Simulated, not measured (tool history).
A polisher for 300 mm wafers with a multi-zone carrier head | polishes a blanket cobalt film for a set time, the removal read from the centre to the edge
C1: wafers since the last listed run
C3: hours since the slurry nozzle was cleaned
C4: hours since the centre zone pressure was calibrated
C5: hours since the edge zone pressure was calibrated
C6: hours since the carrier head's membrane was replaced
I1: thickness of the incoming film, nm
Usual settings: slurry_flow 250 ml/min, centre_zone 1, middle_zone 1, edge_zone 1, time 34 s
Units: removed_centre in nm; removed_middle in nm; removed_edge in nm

Run 1, hour 0: usual settings; C1 0; wafers polished on this pad 925; C3 47.7; C4 909.5; C5 526.8; C6 671.9; I1 657.4. Result: removed_centre 182.3 nm, removed_middle 185.6 nm, removed_edge 184.8 nm.
At hour 62.6: worn pad replaced by a new one.
Run 2, hour 194.5: usual settings; C1 1538; wafers polished on this pad 1065; C3 242.2; C4 1104; C5 721.3; C6 866.4; I1 656.6. Result: removed_centre 179.8 nm, removed_middle 184.5 nm, removed_edge 181.5 nm.
At hour 226.8: worn pad replaced by a new one.
Run 3, hour 247.6: usual settings; C1 396; wafers polished on this pad 167; C3 295.3; C4 1157.1; C5 774.4; C6 919.5; I1 656. Result: removed_centre 184.2 nm, removed_middle 186.1 nm, removed_edge 185 nm.
Run 4, hour 297.4: usual settings; C1 402; wafers polished on this pad 570; C3 345.1; C4 1206.9; C5 824.2; C6 969.3; I1 653. Result: removed_centre 182.8 nm, removed_middle 184.8 nm, removed_edge 187.9 nm.
Run 5, hour 333.2: usual settings; C1 289; wafers polished on this pad 859; C3 380.9; C4 1242.7; C5 860; C6 1005.1; I1 653.8. Result: removed_centre 178.5 nm, removed_middle 183.4 nm, removed_edge 182.9 nm.
At hour 344.2: centre zone pressure recalibrated.
Run 6, hour 398: usual settings; C1 507; wafers polished on this pad 1366; C3 445.7; C4 53.8; C5 924.8; C6 1069.9; I1 655.7. Result: removed_centre 168.9 nm, removed_middle 171 nm, removed_edge 174.6 nm.
At hour 429.3: worn pad replaced by a new one.
Run 7, hour 439.6: usual settings but slurry_flow 300 ml/min, middle_zone 0.91; C1 303; wafers polished on this pad 83; C3 487.3; C4 95.4; C5 966.4; C6 1111.5; I1 658.6. Result: removed_centre 180.1 nm, removed_middle 169.8 nm, removed_edge 186.6 nm.
Run 8, hour 475.9: usual settings but slurry_flow 300 ml/min, middle_zone 0.91; C1 293; wafers polished on this pad 376; C3 523.6; C4 131.7; C5 1002.7; C6 1147.8; I1 651.1. Result: removed_centre 175.6 nm, removed_middle 167.9 nm, removed_edge 185.4 nm.
At hour 480.7: slurry nozzle cleaned.
Run 9, hour 512.6: usual settings but slurry_flow 300 ml/min, centre_zone 0.92, edge_zone 0.9; C1 288; wafers polished on this pad 664; C3 31.9; C4 168.4; C5 1039.4; C6 1184.5; I1 653.7. Result: removed_centre 178.8 nm, removed_middle 193.2 nm, removed_edge 179.7 nm.
At hour 523.5: edge zone pressure recalibrated.
Run 10, hour 566.6: usual settings; C1 420; wafers polished on this pad 1084; C3 85.9; C4 222.4; C5 43.1; C6 1238.5; I1 648.3. Result: removed_centre 182.3 nm, removed_middle 184 nm, removed_edge 183.8 nm.
At hour 610.6: worn pad replaced by a new one.
Run 11, hour 623.3: usual settings but slurry_flow 300 ml/min, centre_zone 0.92, edge_zone 0.9; C1 425; wafers polished on this pad 102; C3 142.6; C4 279.1; C5 99.8; C6 1295.2; I1 653.6. Result: removed_centre 174.5 nm, removed_middle 195.1 nm, removed_edge 180.2 nm.
At hour 688.5: carrier head's membrane replaced by a new one.
Run 12, hour 694: usual settings but centre_zone 1.04; C1 530; wafers polished on this pad 633; C3 213.3; C4 349.8; C5 170.5; C6 5.5; I1 645.5. Result: removed_centre 189.6 nm, removed_middle 184.8 nm, removed_edge 186.7 nm.
Run 13, hour 728.9: usual settings but slurry_flow 220 ml/min, middle_zone 0.97, edge_zone 0.91, time 25 s; C1 281; wafers polished on this pad 915; C3 248.2; C4 384.7; C5 205.4; C6 40.4; I1 640.2. Result: removed_centre 130.6 nm, removed_middle 127.8 nm, removed_edge 127.2 nm.
Run 14, hour 762.7: usual settings but slurry_flow 205 ml/min; C1 273; wafers polished on this pad 1188; C3 282; C4 418.5; C5 239.2; C6 74.2; I1 655.1. Result: removed_centre 167.5 nm, removed_middle 172.2 nm, removed_edge 177 nm.
At hour 781.7: worn pad replaced by a new one.
Run 15, hour 801.5: usual settings; C1 281; wafers polished on this pad 160; C3 320.8; C4 457.3; C5 278; C6 113; I1 649. Result: removed_centre 188 nm, removed_middle 190 nm, removed_edge 188.1 nm.
Run 16, hour 866.7: usual settings; C1 526; wafers polished on this pad 686; C3 386; C4 522.5; C5 343.2; C6 178.2; I1 647.7. Result: removed_centre 182.3 nm, removed_middle 181.1 nm, removed_edge 183.9 nm.
Run 17, hour 922.2: usual settings but slurry_flow 210 ml/min, middle_zone 1.04; C1 448; wafers polished on this pad 1135; C3 441.5; C4 578; C5 398.7; C6 233.7; I1 650.1. Result: removed_centre 168.8 nm, removed_middle 176.4 nm, removed_edge 174 nm.

3 ways to go on from here, each from the tool as it stands after run 17. What would each give?
Run A, hour 922.6: usual settings but slurry_flow 160 ml/min; C1 3; wafers polished on this pad 1138; C3 441.9; C4 578.4; C5 399.1; C6 234.1; I1 653.5. Result: removed_centre ?, removed_middle ?, removed_edge ?.
Run B, hour 922.6: usual settings but slurry_flow 275 ml/min, edge_zone 0.92; C1 3; wafers polished on this pad 1138; C3 441.9; C4 578.4; C5 399.1; C6 234.1; I1 653.5. Result: removed_centre ?, removed_middle ?, removed_edge ?.
Run C, hour 922.6: usual settings but centre_zone 0.9, middle_zone 0.96, edge_zone 0.94; C1 3; wafers polished on this pad 1138; C3 441.9; C4 578.4; C5 399.1; C6 234.1; I1 653.5. Result: removed_centre ?, removed_middle ?, removed_edge ?.

run  removed_centre  removed_middle  removed_edge
  A           156.1           160.6         167.6
  B           177.1           179.6         174.4
  C           156.5           170.9         174.3
Without the tool's hidden state the same runs would have given:
run  removed_centre  removed_middle  removed_edge
  A           178.4           181.6         185.1
  B           194.7           196.5         188.6
  C             173           187.9         189.1
